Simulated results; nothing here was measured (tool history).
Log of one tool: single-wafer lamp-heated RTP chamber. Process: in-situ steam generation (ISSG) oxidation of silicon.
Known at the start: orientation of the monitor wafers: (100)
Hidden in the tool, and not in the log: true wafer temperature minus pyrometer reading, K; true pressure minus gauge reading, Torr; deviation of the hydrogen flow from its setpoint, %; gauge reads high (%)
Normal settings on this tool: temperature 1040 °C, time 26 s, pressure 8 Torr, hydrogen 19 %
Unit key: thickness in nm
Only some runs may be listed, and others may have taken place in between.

| run | day | temperature | time | pressure | hydrogen | wafers since the last listed run | wafers since the last pyrometer calibration | hours since the pressure gauge was zeroed | hours since the hydrogen flow controller was replaced | hours since the gauge calibration | read-back reference wafer on the same gauge, thickness | thickness |
|---|---|---|---|---|---|---|---|---|---|---|---|---|
| 1 | 0 | 1040 | 26 | 8 | 19 | 0 | 4540 | 1332.9 | 3371.3 | 23.9 | 7.599 | 6.787 |
| 2 | 2.629 | 1040 | 26 | 8 | 19 | 1090 | 5630 | 1396 | 3434.4 | 87 | 7.608 | 6.816 |
|  | 4.692 | pyrometer window cleaned and pyrometer calibrated |
| 3 | 5.121 | 1040 | 26 | 8 | 19 | 894 | 177 | 1455.8 | 3494.2 | 146.8 | 7.596 | 6.703 |
| 4 | 6.933 | 1040 | 29 | 8 | 19 | 751 | 928 | 1499.3 | 3537.7 | 190.3 | 7.602 | 7.104 |
| 5 | 8.933 | 1040 | 29 | 8 | 19 | 829 | 1757 | 1547.3 | 3585.7 | 238.3 | 7.603 | 7.108 |
| 6 | 10.112 | 1040 | 26 | 8 | 26 | 488 | 2246 | 1575.6 | 3614 | 266.6 | 7.6 | 7.225 |
| 7 | 11.167 | 1048 | 26 | 8 | 19 | 437 | 2683 | 1600.9 | 3639.3 | 291.9 | 7.599 | 7.034 |
| 8 | 12.917 | 1048 | 26 | 8 | 19 | 725 | 3409 | 1642.9 | 3681.3 | 333.9 | 7.6 | 7.084 |
| 9 | 15.262 | 1048 | 26 | 8 | 19 | 972 | 4381 | 1699.2 | 3737.6 | 390.2 | 7.599 | 7.077 |
|  | 17.921 | pyrometer window cleaned and pyrometer calibrated |
| 10 | 18.133 | 1040 | 26 | 7.6 | 19 | 1052 | 87 | 1768.1 | 3806.5 | 459.1 | 7.596 | 6.69 |
| 11 | 20.858 | 1040 | 26 | 7.6 | 19 | 1129 | 1217 | 1833.5 | 3871.9 | 524.5 | 7.597 | 6.694 |
| 12 | 23.679 | 1040 | 26 | 7.6 | 19 | 1169 | 2387 | 1901.2 | 3939.6 | 592.2 | 7.602 | 6.707 |
|  | 24.488 | pressure gauge zeroed |
| 13 | 24.846 | 1040 | 26 | 8 | 19 | 345 | 2732 | 8.6 | 3967.6 | 620.2 | 7.6 | 6.74 |
| 14 | 26.638 | 1054 | 26 | 8 | 21 | 742 | 3475 | 51.6 | 4010.6 | 663.2 | 7.597 | 7.473 |
| 15 | 28.638 | 1040 | 26 | 8 | 19 | 829 | 4304 | 99.6 | 4058.6 | 711.2 | 7.605 | 6.779 |
|  | 30.562 | pyrometer window cleaned and pyrometer calibrated |
| 16 | 37.354 | 1023 | 26 | 8 | 19 | 3475 | 2815 | 308.8 | 4267.8 | 920.4 | 7.598 | 6.146 |
|  | 37.6 | gauge calibrated |
| 17 | 39.554 | 1050 | 26 | 8 | 25 | 912 | 3727 | 361.6 | 4320.6 | 46.9 | 7.606 | 7.616 |
| 18 | 41.25 | 1040 | 23 | 8 | 19 | 703 | 4430 | 402.3 | 4361.3 | 87.6 | 7.601 | 6.363 |
| 19 | 42.808 | 1048 | 26 | 8 | 19 | 646 | 5076 | 439.7 | 4398.7 | 125 | 7.599 | 7.103 |
|  | 43.65 | hydrogen flow controller replaced |
| 20 | 45.188 | 1040 | 26 | 8 | 19 | 848 | 5924 | 496.8 | 36.9 | 182.1 | 7.6 | 6.831 |
|  | 45.904 | pyrometer window cleaned and pyrometer calibrated |
| 21 | 47.612 | 1040 | 26 | 8 | 19 | 867 | 708 | 555 | 95.1 | 240.3 | 7.598 | 6.718 |
| 22 | 50.238 | 1032 | 26 | 7.3 | 19 | 1088 | 1797 | 618 | 158.1 | 303.3 | 7.598 | 6.424 |
| 23 | 51.583 | 1050 | 26 | 8 | 19 | 557 | 2355 | 650.3 | 190.4 | 335.6 | 7.6 | 7.12 |
| 24 | 53.079 | 1024 | 26 | 9.3 | 19 | 620 | 2975 | 686.2 | 226.3 | 371.5 | 7.6 | 6.147 |
| 25 | 55.612 | 1040 | 26 | 8 | 19 | 1050 | 4025 | 747 | 287.1 | 432.3 | 7.602 | 6.771 |
| 26 | 57.288 | 1040 | 26 | 8 | 19 | 694 | 4719 | 787.2 | 327.3 | 472.5 | 7.604 | 6.784 |
|  | 58.396 | pyrometer window cleaned and pyrometer calibrated |
| 27 | 59.75 | 1040 | 20 | 8.6 | 19 | 882 | 562 | 846.3 | 386.4 | 531.6 | 7.604 | 5.822 |
| 28 | 61.858 | 1026 | 29 | 7.4 | 28 | 874 | 1436 | 896.9 | 437 | 582.2 | 7.599 | 7.213 |
| 29 | 63.35 | 1032 | 26 | 8 | 11 | 618 | 2054 | 932.7 | 472.8 | 618 | 7.6 | 5.719 |
| 30 | 66.138 | 1040 | 26 | 9.2 | 13 | 1155 | 3210 | 999.6 | 539.7 | 684.9 | 7.602 | 6.173 |

Below are 5 alternative next runs, each starting from the tool's condition after run 30. Predict each:
| A | 66.154 | 1040 | 26 | 8 | 19 | 6 | 3217 | 1000 | 540.1 | 685.3 | ? | ? |
| B | 66.154 | 1040 | 26 | 6.9 | 16 | 6 | 3217 | 1000 | 540.1 | 685.3 | ? | ? |
| C | 66.154 | 1040 | 26 | 8 | 12 | 6 | 3217 | 1000 | 540.1 | 685.3 | ? | ? |
| D | 66.154 | 1054 | 26 | 9 | 16 | 6 | 3217 | 1000 | 540.1 | 685.3 | ? | ? |
| E | 66.154 | 1020 | 21 | 8.9 | 19 | 6 | 3217 | 1000 | 540.1 | 685.3 | ? | ? |

| run | read-back reference wafer on the same gauge, thickness | thickness |
|---|---|---|
| A | 7.604 | 6.726 |
| B | 7.604 | 6.43 |
| C | 7.604 | 6.095 |
| D | 7.604 | 6.978 |
| E | 7.604 | 5.418 |
The same runs, with their run-to-run variation unchanged, on a tool lacking any hidden condition would have given:
| run | thickness |
|---|---|
| A | 6.683 |
| B | 6.389 |
| C | 6.056 |
| D | 6.93 |
| E | 5.388 |
